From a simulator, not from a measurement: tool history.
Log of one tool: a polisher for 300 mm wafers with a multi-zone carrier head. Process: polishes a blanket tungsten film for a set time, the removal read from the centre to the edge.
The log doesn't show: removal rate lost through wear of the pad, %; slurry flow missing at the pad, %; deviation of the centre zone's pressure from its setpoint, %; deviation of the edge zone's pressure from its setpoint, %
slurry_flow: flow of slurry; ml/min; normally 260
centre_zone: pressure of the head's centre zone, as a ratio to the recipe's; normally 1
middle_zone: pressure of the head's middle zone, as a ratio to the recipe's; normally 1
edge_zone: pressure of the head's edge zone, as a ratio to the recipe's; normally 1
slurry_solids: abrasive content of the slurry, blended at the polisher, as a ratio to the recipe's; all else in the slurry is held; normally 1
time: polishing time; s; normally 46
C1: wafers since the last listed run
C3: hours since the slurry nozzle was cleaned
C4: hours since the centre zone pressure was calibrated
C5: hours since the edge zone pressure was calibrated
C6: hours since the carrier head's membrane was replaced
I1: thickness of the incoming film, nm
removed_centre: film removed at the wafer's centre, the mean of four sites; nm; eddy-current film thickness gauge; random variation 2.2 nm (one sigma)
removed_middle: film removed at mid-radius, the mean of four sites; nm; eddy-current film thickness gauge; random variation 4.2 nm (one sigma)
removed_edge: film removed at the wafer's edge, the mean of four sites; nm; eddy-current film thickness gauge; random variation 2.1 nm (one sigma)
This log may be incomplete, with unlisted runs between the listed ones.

{"run": 1, "day": 0.0, "slurry_flow": 260, "centre_zone": 1, "middle_zone": 1, "edge_zone": 1, "slurry_solids": 1.2, "time": 46, "C1": 0, "wafers polished on this pad": 836, "C3": 214, "C4": 313.9, "C5": 310.2, "C6": 134.4, "I1": 697.9, "removed_centre": 276.9, "removed_middle": 284.9, "removed_edge": 289.8}
{"run": 2, "day": 1.0, "slurry_flow": 260, "centre_zone": 1, "middle_zone": 1, "edge_zone": 1, "slurry_solids": 1.2, "time": 46, "C1": 320, "wafers polished on this pad": 1157, "C3": 238, "C4": 337.9, "C5": 334.2, "C6": 158.4, "I1": 688.8, "removed_centre": 274.2, "removed_middle": 286.6, "removed_edge": 288.3}
{"day": 3.758, "done": "edge zone pressure recalibrated"}
{"run": 3, "day": 6.854, "slurry_flow": 260, "centre_zone": 0.94, "middle_zone": 1, "edge_zone": 1, "slurry_solids": 1, "time": 46, "C1": 1850, "wafers polished on this pad": 3008, "C3": 378.5, "C4": 478.4, "C5": 74.3, "C6": 298.9, "I1": 692.1, "removed_centre": 243.8, "removed_middle": 270.9, "removed_edge": 276.4}
{"run": 4, "day": 9.512, "slurry_flow": 310, "centre_zone": 1, "middle_zone": 1, "edge_zone": 1.06, "slurry_solids": 0.85, "time": 57, "C1": 852, "wafers polished on this pad": 3860, "C3": 442.3, "C4": 542.2, "C5": 138.1, "C6": 362.7, "I1": 680.3, "removed_centre": 318.9, "removed_middle": 339.8, "removed_edge": 346}
{"day": 10.612, "done": "slurry nozzle cleaned"}
{"run": 5, "day": 12.233, "slurry_flow": 260, "centre_zone": 1, "middle_zone": 1, "edge_zone": 1, "slurry_solids": 1.15, "time": 46, "C1": 859, "wafers polished on this pad": 4720, "C3": 38.9, "C4": 607.5, "C5": 203.4, "C6": 428, "I1": 690.3, "removed_centre": 281.2, "removed_middle": 295.3, "removed_edge": 295.1}
{"day": 12.417, "done": "worn pad replaced by a new one"}
{"run": 6, "day": 14.758, "slurry_flow": 260, "centre_zone": 1, "middle_zone": 1, "edge_zone": 1, "slurry_solids": 1.2, "time": 46, "C1": 756, "wafers polished on this pad": 751, "C3": 99.5, "C4": 668.1, "C5": 264, "C6": 488.6, "I1": 691.3, "removed_centre": 279.7, "removed_middle": 301.6, "removed_edge": 292.6}
{"day": 17.412, "done": "centre zone pressure recalibrated"}
{"run": 7, "day": 17.667, "slurry_flow": 185, "centre_zone": 1, "middle_zone": 1, "edge_zone": 1, "slurry_solids": 1, "time": 59, "C1": 905, "wafers polished on this pad": 1657, "C3": 169.3, "C4": 6.1, "C5": 333.8, "C6": 558.4, "I1": 692.7, "removed_centre": 324.1, "removed_middle": 325, "removed_edge": 341.6}
{"run": 8, "day": 18.888, "slurry_flow": 290, "centre_zone": 1, "middle_zone": 0.95, "edge_zone": 1, "slurry_solids": 0.8, "time": 59, "C1": 391, "wafers polished on this pad": 2048, "C3": 198.6, "C4": 35.4, "C5": 363.1, "C6": 587.7, "I1": 690.8, "removed_centre": 336.8, "removed_middle": 336.1, "removed_edge": 339.6}
{"run": 9, "day": 19.975, "slurry_flow": 260, "centre_zone": 1, "middle_zone": 1, "edge_zone": 1, "slurry_solids": 0.9, "time": 46, "C1": 348, "wafers polished on this pad": 2397, "C3": 224.7, "C4": 61.5, "C5": 389.2, "C6": 613.8, "I1": 690.6, "removed_centre": 259, "removed_middle": 270.4, "removed_edge": 272.9}
{"run": 10, "day": 21.158, "slurry_flow": 345, "centre_zone": 1, "middle_zone": 1.1, "edge_zone": 1, "slurry_solids": 0.8, "time": 46, "C1": 379, "wafers polished on this pad": 2777, "C3": 253.1, "C4": 89.9, "C5": 417.6, "C6": 642.2, "I1": 677.9, "removed_centre": 265.3, "removed_middle": 291.1, "removed_edge": 267.6}
{"day": 21.908, "done": "edge zone pressure recalibrated"}
{"run": 11, "day": 23.762, "slurry_flow": 260, "centre_zone": 1, "middle_zone": 1, "edge_zone": 1, "slurry_solids": 1.15, "time": 46, "C1": 808, "wafers polished on this pad": 3585, "C3": 315.6, "C4": 152.4, "C5": 44.5, "C6": 704.7, "I1": 690.2, "removed_centre": 271.7, "removed_middle": 275.6, "removed_edge": 284.5}
{"day": 27.967, "done": "carrier head's membrane replaced by a new one"}
{"run": 12, "day": 29.162, "slurry_flow": 260, "centre_zone": 1, "middle_zone": 1, "edge_zone": 1, "slurry_solids": 1, "time": 46, "C1": 1664, "wafers polished on this pad": 5250, "C3": 445.2, "C4": 282, "C5": 174.1, "C6": 28.7, "I1": 686.6, "removed_centre": 256.7, "removed_middle": 270.6, "removed_edge": 272.8}
{"day": 29.488, "done": "worn pad replaced by a new one"}
{"day": 29.867, "done": "slurry nozzle cleaned"}
{"run": 13, "day": 32.162, "slurry_flow": 260, "centre_zone": 1, "middle_zone": 0.9, "edge_zone": 0.89, "slurry_solids": 1, "time": 46, "C1": 895, "wafers polished on this pad": 844, "C3": 55.1, "C4": 354, "C5": 246.1, "C6": 100.7, "I1": 689.5, "removed_centre": 270.7, "removed_middle": 265.1, "removed_edge": 268.9}
{"run": 14, "day": 34.554, "slurry_flow": 260, "centre_zone": 1, "middle_zone": 1, "edge_zone": 1.08, "slurry_solids": 1, "time": 34, "C1": 767, "wafers polished on this pad": 1611, "C3": 112.5, "C4": 411.4, "C5": 303.5, "C6": 158.1, "I1": 678.5, "removed_centre": 198.1, "removed_middle": 209.9, "removed_edge": 215.6}
{"run": 15, "day": 35.954, "slurry_flow": 260, "centre_zone": 1, "middle_zone": 0.9, "edge_zone": 1, "slurry_solids": 1, "time": 46, "C1": 448, "wafers polished on this pad": 2060, "C3": 146.1, "C4": 445, "C5": 337.1, "C6": 191.7, "I1": 688.8, "removed_centre": 264.1, "removed_middle": 262, "removed_edge": 277}
{"run": 16, "day": 37.296, "slurry_flow": 260, "centre_zone": 1.06, "middle_zone": 1, "edge_zone": 1.08, "slurry_solids": 1, "time": 46, "C1": 430, "wafers polished on this pad": 2491, "C3": 178.3, "C4": 477.2, "C5": 369.3, "C6": 223.9, "I1": 680.9, "removed_centre": 276.5, "removed_middle": 284.6, "removed_edge": 284.1}
{"run": 17, "day": 40.242, "slurry_flow": 345, "centre_zone": 1, "middle_zone": 1.11, "edge_zone": 1, "slurry_solids": 1.25, "time": 53, "C1": 944, "wafers polished on this pad": 3435, "C3": 249, "C4": 547.9, "C5": 440, "C6": 294.6, "I1": 693.3, "removed_centre": 328.3, "removed_middle": 371.7, "removed_edge": 344.6}
{"day": 41.142, "done": "edge zone pressure recalibrated"}
{"run": 18, "day": 42.867, "slurry_flow": 260, "centre_zone": 1.06, "middle_zone": 1, "edge_zone": 1.08, "slurry_solids": 1, "time": 46, "C1": 815, "wafers polished on this pad": 4251, "C3": 312, "C4": 610.9, "C5": 41.4, "C6": 357.6, "I1": 693.7, "removed_centre": 270.6, "removed_middle": 262, "removed_edge": 280.6}
{"run": 19, "day": 44.85, "slurry_flow": 260, "centre_zone": 1, "middle_zone": 1, "edge_zone": 1, "slurry_solids": 1, "time": 46, "C1": 636, "wafers polished on this pad": 4887, "C3": 359.6, "C4": 658.5, "C5": 89, "C6": 405.2, "I1": 691.1, "removed_centre": 253.7, "removed_middle": 274.2, "removed_edge": 275.2}
{"day": 45.875, "done": "worn pad replaced by a new one"}
{"run": 20, "day": 47.079, "slurry_flow": 260, "centre_zone": 1, "middle_zone": 1, "edge_zone": 1, "slurry_solids": 1, "time": 46, "C1": 661, "wafers polished on this pad": 385, "C3": 413.1, "C4": 712, "C5": 142.5, "C6": 458.7, "I1": 686.4, "removed_centre": 255, "removed_middle": 274.6, "removed_edge": 267.9}

Below are 5 alternative next runs, each starting from the tool's condition after run 20. Predict each:
{"run": "A", "day": 47.096, "slurry_flow": 335, "centre_zone": 1, "middle_zone": 1, "edge_zone": 1, "slurry_solids": 1, "time": 46, "C1": 5, "wafers polished on this pad": 390, "C3": 413.5, "C4": 712.4, "C5": 142.9, "C6": 459.1, "I1": 687.4, "removed_centre": "?", "removed_middle": "?", "removed_edge": "?"}
{"run": "B", "day": 47.096, "slurry_flow": 205, "centre_zone": 1, "middle_zone": 0.91, "edge_zone": 1, "slurry_solids": 1, "time": 46, "C1": 5, "wafers polished on this pad": 390, "C3": 413.5, "C4": 712.4, "C5": 142.9, "C6": 459.1, "I1": 687.4, "removed_centre": "?", "removed_middle": "?", "removed_edge": "?"}
{"run": "C", "day": 47.096, "slurry_flow": 185, "centre_zone": 1, "middle_zone": 1, "edge_zone": 1, "slurry_solids": 1.2, "time": 46, "C1": 5, "wafers polished on this pad": 390, "C3": 413.5, "C4": 712.4, "C5": 142.9, "C6": 459.1, "I1": 687.4, "removed_centre": "?", "removed_middle": "?", "removed_edge": "?"}
{"run": "D", "day": 47.096, "slurry_flow": 260, "centre_zone": 1, "middle_zone": 0.88, "edge_zone": 1, "slurry_solids": 0.75, "time": 46, "C1": 5, "wafers polished on this pad": 390, "C3": 413.5, "C4": 712.4, "C5": 142.9, "C6": 459.1, "I1": 687.4, "removed_centre": "?", "removed_middle": "?", "removed_edge": "?"}
{"run": "E", "day": 47.096, "slurry_flow": 260, "centre_zone": 1.1, "middle_zone": 1, "edge_zone": 0.89, "slurry_solids": 1, "time": 46, "C1": 5, "wafers polished on this pad": 390, "C3": 413.5, "C4": 712.4, "C5": 142.9, "C6": 459.1, "I1": 687.4, "removed_centre": "?", "removed_middle": "?", "removed_edge": "?"}

run=A removed_centre=266.3 removed_middle=283.7 removed_edge=283.8
run=B removed_centre=237.7 removed_middle=241.9 removed_edge=264.2
run=C removed_centre=239.9 removed_middle=259.8 removed_edge=269.7
run=D removed_centre=237.4 removed_middle=235 removed_edge=257.8
run=E removed_centre=277.4 removed_middle=271.2 removed_edge=260
Had the tool no hidden state, the same runs would have come out as:
run=A removed_centre=295.9 removed_middle=300.3 removed_edge=296.4
run=B removed_centre=276.4 removed_middle=266.4 removed_edge=283.2
run=C removed_centre=282.6 removed_middle=289.4 removed_edge=291.3
run=D removed_centre=269 removed_middle=253.2 removed_edge=272.5
run=E removed_centre=314.4 removed_middle=292.2 removed_edge=274.9
